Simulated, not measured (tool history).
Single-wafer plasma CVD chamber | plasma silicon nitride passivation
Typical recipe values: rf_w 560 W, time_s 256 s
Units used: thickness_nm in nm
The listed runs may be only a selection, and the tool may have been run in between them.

run,day,rf_w,time_s,wafers since the last listed run,hours since the last RF generator calibration,hours since the showerhead was replaced,hours since the gauge calibration,"read-back reference wafer on the same gauge, thickness_nm",thickness_nm
1,0.000,595,256,0,1178.3,3935.3,257.3,318.126,385.491
2,1.667,595,256,378,1218.3,3975.3,297.3,318.115,383.864
3,5.254,595,256,815,1304.4,4061.4,383.4,318.104,384.403
4,8.254,560,256,681,1376.4,4133.4,455.4,318.229,376.365
5,10.438,560,256,496,1428.8,4185.8,507.8,317.871,377.500
6,14.338,560,256,886,1522.4,4279.4,601.4,318.407,375.622
7,17.350,560,256,684,1594.7,4351.7,673.7,317.916,375.295
8,19.050,560,256,386,1635.5,4392.5,714.5,317.902,376.584
9,22.167,560,256,708,1710.3,4467.3,789.3,317.977,375.424
10,30.617,645,232,1920,1913.1,4670.1,992.1,317.702,357.718
11,34.350,560,256,848,2002.7,4759.7,1081.7,318.081,377.560
12,37.058,560,256,615,2067.7,4824.7,1146.7,317.897,375.292
13,39.800,560,256,623,2133.5,4890.5,1212.5,318.195,377.271
# day 41.262: RF generator calibrated
14,43.179,560,289,692,46.0,4971.6,1293.6,318.009,436.932
15,45.021,560,290,418,90.2,5015.8,1337.8,318.135,437.642
16,48.212,560,256,725,166.8,5092.4,1414.4,317.941,386.007
17,52.046,460,272,871,258.8,5184.4,1506.4,318.043,381.511
# day 60.783: showerhead replaced
18,63.317,495,229,2486,529.3,60.8,1776.9,318.163,325.765
# day 67.712: gauge calibrated
19,67.762,560,256,1010,636.0,167.5,1.2,317.834,380.440
20,69.329,670,289,356,673.6,205.1,38.8,317.912,455.201
21,71.379,645,209,465,722.8,254.3,88.0,317.915,325.855
22,80.717,490,284,2122,946.9,478.4,312.1,318.215,400.800
23,84.083,500,256,765,1027.7,559.2,392.9,318.011,363.797
24,86.850,670,291,628,1094.1,625.6,459.3,318.264,455.838
25,90.329,505,207,790,1177.6,709.1,542.8,317.981,295.402
26,91.858,560,256,347,1214.3,745.8,579.5,317.949,378.974
27,94.862,485,256,682,1286.4,817.9,651.6,317.962,358.330
28,98.017,560,256,716,1362.1,893.6,727.3,318.118,377.544

Run 29 has not been measured yet. What should we expect?
29,105.438,650,218,1686,1540.2,1071.7,905.4,?,?

read-back reference wafer on the same gauge, thickness_nm: 317.916
thickness_nm: 337.735 nm
Take away the tool's hidden state, keep the run-to-run variation as it was, and the same run would have given thickness_nm 346.858 nm.
